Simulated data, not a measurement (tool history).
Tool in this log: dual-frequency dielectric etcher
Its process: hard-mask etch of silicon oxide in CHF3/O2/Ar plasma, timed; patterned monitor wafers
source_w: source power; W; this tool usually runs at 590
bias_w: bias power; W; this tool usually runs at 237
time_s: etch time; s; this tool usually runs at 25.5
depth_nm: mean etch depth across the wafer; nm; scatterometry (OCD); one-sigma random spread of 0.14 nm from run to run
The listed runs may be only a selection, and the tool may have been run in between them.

run    hour  source_w  bias_w  time_s  read-back reference wafer on the same gauge, depth_nm  depth_nm
  1     0.0       590     237    21.0                                                   61.9      44.2
       13.6  -- wet clean of the chamber
  2    85.2       590     237    21.0                                                   61.9      43.7
  3   131.2       590     237    21.0                                                   61.9      43.7
  4   187.5       590     200    29.0                                                   61.9      57.1
  5   247.5       590     200    29.0                                                   61.8      57.1
  6   285.5       590     259    25.5                                                   61.9      54.9
  7   384.0       590     259    25.5                                                   61.9      55.5
  8   489.0       590     259    25.5                                                   61.9      54.9
      598.9  -- wet clean of the chamber
  9   599.4       490     237    25.5                                                   61.9      50.3
      651.4  -- gauge calibrated
      651.5  -- upper electrode replaced
 10   652.0       590     237    25.5                                                   61.9      53.0
 11   844.8       590     237    25.5                                                   61.9      53.4
 12   946.5       450     192    22.0                                                   61.9      40.0
      966.9  -- bias power generator calibrated
 13  1034.3       640     237    25.5                                                   61.9      54.8
 14  1085.4       590     237    25.5                                                   61.9      53.6
     1100.1  -- source power generator calibrated
 15  1125.8       590     237    25.5                                                   61.9      53.6
     1218.5  -- wet clean of the chamber
 16  1219.0       590     279    20.5                                                   62.0      45.4
 17  1243.4       590     237    25.5                                                   61.9      53.2
 18  1294.8       590     259    25.5                                                   62.0      55.2
 19  1389.0       590     237    25.5                                                   61.9      53.2
 20  1469.0       530     286    29.0                                                   61.9      63.4
 21  1560.2       590     187    25.5                                                   61.9      49.4
 22  1625.7       510     274    31.5                                                   61.9      67.1
 23  1665.6       590     294    27.5                                                   61.9      62.6

Below are 3 alternative next runs, each starting from the tool's condition after run 23. Predict each:
  A  1666.0       590     237    25.5                                                      ?         ?
  B  1666.0       690     237    32.0                                                      ?         ?
  C  1666.0       590     293    32.5                                                      ?         ?

run  read-back reference wafer on the same gauge, depth_nm  depth_nm
  A                                                   61.9      53.9
  B                                                   61.9      70.6
  C                                                   61.9      74.2
With the hidden condition removed and each run's random variation left untouched, the same runs would have given:
run  depth_nm
  A      53.2
  B      69.7
  C      73.2
